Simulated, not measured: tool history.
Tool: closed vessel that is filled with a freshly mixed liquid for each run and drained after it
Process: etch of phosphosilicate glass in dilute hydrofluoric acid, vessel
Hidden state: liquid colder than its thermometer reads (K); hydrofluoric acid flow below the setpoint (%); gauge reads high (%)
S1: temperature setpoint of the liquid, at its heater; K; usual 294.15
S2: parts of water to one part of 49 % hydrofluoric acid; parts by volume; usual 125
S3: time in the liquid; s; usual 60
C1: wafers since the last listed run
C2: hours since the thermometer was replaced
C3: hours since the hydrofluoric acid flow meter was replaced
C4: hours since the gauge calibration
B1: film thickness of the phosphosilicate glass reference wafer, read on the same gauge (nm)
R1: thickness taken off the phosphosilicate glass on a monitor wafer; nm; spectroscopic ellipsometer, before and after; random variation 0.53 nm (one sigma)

run,hour,S1,S2,S3,C1,C2,C3,C4,B1,R1
1,0.0,296.65,125,60,0,529.0,464.8,75.3,39.99,63.00
2,103.5,294.15,80,90,11030,632.5,568.3,178.8,39.98,140.25
3,134.6,294.15,80,90,3314,663.6,599.4,209.9,40.04,138.86
4,179.2,294.15,160,50,4753,708.2,644.0,254.5,39.98,34.59
5,207.2,294.15,160,50,2984,736.2,672.0,282.5,40.03,34.68
6,268.7,294.15,125,60,6554,797.7,733.5,344.0,39.99,55.43
7,299.1,294.15,125,60,3239,828.1,763.9,374.4,40.07,55.98
# hour 320.8: thermometer replaced
# hour 320.8: hydrofluoric acid flow meter replaced
8,353.6,294.15,125,60,5699,32.8,32.8,428.9,40.04,50.60
# hour 353.9: gauge calibrated
9,386.9,294.15,140,60,3548,66.1,66.1,33.0,40.04,44.21
# hour 426.9: hydrofluoric acid flow meter replaced, repeated, since the last time left the tool worse
10,454.4,290.15,125,60,7087,133.6,27.5,100.5,39.99,50.75
11,500.9,297.65,150,90,4955,180.1,74.0,147.0,40.02,82.06
12,536.3,290.15,165,30,3772,215.5,109.4,182.4,40.02,18.42
13,567.4,294.15,125,60,3314,246.6,140.5,213.5,40.05,59.03
14,592.2,290.15,80,90,2643,271.4,165.3,238.3,39.98,121.29

3 ways to go on from here, each from the tool as it stands after run 14. What would each give?
A,592.9,294.15,125,60,74,272.1,166.0,239.0,?,?
B,592.9,290.15,90,45,74,272.1,166.0,239.0,?,?
C,592.9,290.15,125,30,74,272.1,166.0,239.0,?,?

run,B1,R1
A,39.99,59.57
B,39.99,54.70
C,39.99,25.31
Without the tool's hidden state the same runs would have given:
run,R1
A,61.22
B,56.16
C,26.00
